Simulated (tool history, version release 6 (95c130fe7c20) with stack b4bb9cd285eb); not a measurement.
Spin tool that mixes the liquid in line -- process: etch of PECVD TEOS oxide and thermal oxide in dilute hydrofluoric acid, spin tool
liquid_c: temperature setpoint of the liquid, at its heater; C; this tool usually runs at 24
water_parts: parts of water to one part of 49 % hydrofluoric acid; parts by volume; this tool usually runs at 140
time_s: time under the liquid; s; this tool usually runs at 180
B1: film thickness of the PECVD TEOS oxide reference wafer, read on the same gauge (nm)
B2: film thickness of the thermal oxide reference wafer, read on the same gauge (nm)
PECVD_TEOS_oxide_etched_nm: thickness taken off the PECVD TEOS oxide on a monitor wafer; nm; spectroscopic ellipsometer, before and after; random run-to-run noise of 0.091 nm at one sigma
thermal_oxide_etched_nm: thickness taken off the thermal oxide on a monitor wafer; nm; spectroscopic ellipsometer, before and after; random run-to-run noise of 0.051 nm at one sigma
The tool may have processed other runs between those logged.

Run 1, hour 0: usual settings but liquid_c 21.5 C; B1 79.97; B2 140.04. Result: PECVD_TEOS_oxide_etched_nm 8.58 nm, thermal_oxide_etched_nm 4.39 nm.
Run 2, hour 15.7: usual settings but time_s 225 s; B1 80.03; B2 140.02. Result: PECVD_TEOS_oxide_etched_nm 11.95 nm, thermal_oxide_etched_nm 5.92 nm.
Run 3, hour 28.4: usual settings but time_s 130 s; B1 79.96; B2 139.98. Result: PECVD_TEOS_oxide_etched_nm 6.88 nm, thermal_oxide_etched_nm 3.52 nm.
Run 4, hour 42: usual settings but time_s 130 s; B1 80; B2 140.02. Result: PECVD_TEOS_oxide_etched_nm 6.83 nm, thermal_oxide_etched_nm 3.45 nm.
At hour 47.1: gauge calibrated.
Run 5, hour 54.5: usual settings but time_s 130 s; B1 80.02; B2 139.99. Result: PECVD_TEOS_oxide_etched_nm 6.8 nm, thermal_oxide_etched_nm 3.45 nm.
Run 6, hour 60.7: usual settings but water_parts 110 parts by volume, time_s 130 s; B1 80; B2 140.01. Result: PECVD_TEOS_oxide_etched_nm 8.95 nm, thermal_oxide_etched_nm 4.59 nm.
Run 7, hour 74.3: usual settings but water_parts 70 parts by volume; B1 79.99; B2 139.99. Result: PECVD_TEOS_oxide_etched_nm 20.95 nm, thermal_oxide_etched_nm 10.67 nm.
Run 8, hour 91.2: usual settings but water_parts 190 parts by volume, time_s 75 s; B1 79.97; B2 140. Result: PECVD_TEOS_oxide_etched_nm 2.7 nm, thermal_oxide_etched_nm 1.38 nm.
Run 9, hour 102.7: usual settings but water_parts 190 parts by volume, time_s 150 s; B1 79.96; B2 140.02. Result: PECVD_TEOS_oxide_etched_nm 5.39 nm, thermal_oxide_etched_nm 2.76 nm.
At hour 110.1: thermometer replaced.
Run 10, hour 112.1: usual settings but water_parts 195 parts by volume, time_s 270 s; B1 79.99; B2 140.02. Result: PECVD_TEOS_oxide_etched_nm 9.41 nm, thermal_oxide_etched_nm 4.77 nm.
Run 11, hour 128.1: usual settings; B1 79.98; B2 139.99. Result: PECVD_TEOS_oxide_etched_nm 9.54 nm, thermal_oxide_etched_nm 4.72 nm.
Run 12, hour 143.6: usual settings but liquid_c 21.5 C, water_parts 205 parts by volume, time_s 245 s; B1 79.95; B2 139.98. Result: PECVD_TEOS_oxide_etched_nm 7.46 nm, thermal_oxide_etched_nm 3.73 nm.
Run 13, hour 155.2: usual settings but liquid_c 27 C, water_parts 195 parts by volume, time_s 110 s; B1 79.99; B2 140.04. Result: PECVD_TEOS_oxide_etched_nm 4.36 nm, thermal_oxide_etched_nm 2.19 nm.

Run 14 comes next. What will it give?
Run 14, hour 163.4: usual settings but water_parts 165 parts by volume; B1 ?; B2 ?. Result: PECVD_TEOS_oxide_etched_nm ?, thermal_oxide_etched_nm ?.

{"run 14": {"B1": 80, "B2": 139.97, "PECVD_TEOS_oxide_etched_nm": 7.73, "thermal_oxide_etched_nm": 3.95}}
With the hidden condition absent and the run-to-run variation left alone, this run would have shown PECVD_TEOS_oxide_etched_nm 9.22 nm, thermal_oxide_etched_nm 4.72 nm.
